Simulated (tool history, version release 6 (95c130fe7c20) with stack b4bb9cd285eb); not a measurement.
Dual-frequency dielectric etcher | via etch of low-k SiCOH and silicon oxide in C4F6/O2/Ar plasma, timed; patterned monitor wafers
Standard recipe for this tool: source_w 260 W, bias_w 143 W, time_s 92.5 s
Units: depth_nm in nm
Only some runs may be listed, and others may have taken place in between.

run	hour	source_w	bias_w	time_s	read-back reference wafer on the same gauge, depth_nm	depth_nm
1	0.0	260	143	92.5	218.2	200.7
2	17.4	260	143	92.5	217.9	201.0
3	51.5	230	143	85.0	218.0	175.0
4	84.0	230	143	85.0	218.0	174.8
5	111.2	230	143	85.0	218.0	174.8
6	129.1	260	143	92.5	218.1	200.2
7	152.9	260	143	92.5	218.0	199.9
8	174.1	260	143	92.5	217.8	200.2
# hour 194.1: source power generator calibrated
# hour 205.8: gauge calibrated
# hour 213.0: upper electrode replaced
9	213.5	260	122	92.5	218.0	188.1
10	221.3	300	169	67.0	217.9	163.2
11	234.8	260	143	81.5	218.0	175.6
12	256.7	260	143	92.5	217.9	199.2
# hour 268.3: bias power generator calibrated
# hour 292.2: wet clean of the chamber
13	292.7	210	108	84.5	217.9	152.7
14	347.4	280	153	105.5	217.8	244.9
15	376.2	240	118	92.5	218.1	182.7

Below are 4 alternative next runs, each starting from the tool's condition after run 15. Predict each:
A	376.6	260	143	92.5	?	?
B	376.6	310	143	77.5	?	?
C	376.6	260	127	92.5	?	?
D	376.6	220	179	114.5	?	?

run	read-back reference wafer on the same gauge, depth_nm	depth_nm
A	218.0	203.0
B	218.0	183.6
C	218.0	194.5
D	218.0	253.8
Without the tool's hidden state the same runs would have given:
run	depth_nm
A	204.0
B	184.5
C	195.5
D	255.0

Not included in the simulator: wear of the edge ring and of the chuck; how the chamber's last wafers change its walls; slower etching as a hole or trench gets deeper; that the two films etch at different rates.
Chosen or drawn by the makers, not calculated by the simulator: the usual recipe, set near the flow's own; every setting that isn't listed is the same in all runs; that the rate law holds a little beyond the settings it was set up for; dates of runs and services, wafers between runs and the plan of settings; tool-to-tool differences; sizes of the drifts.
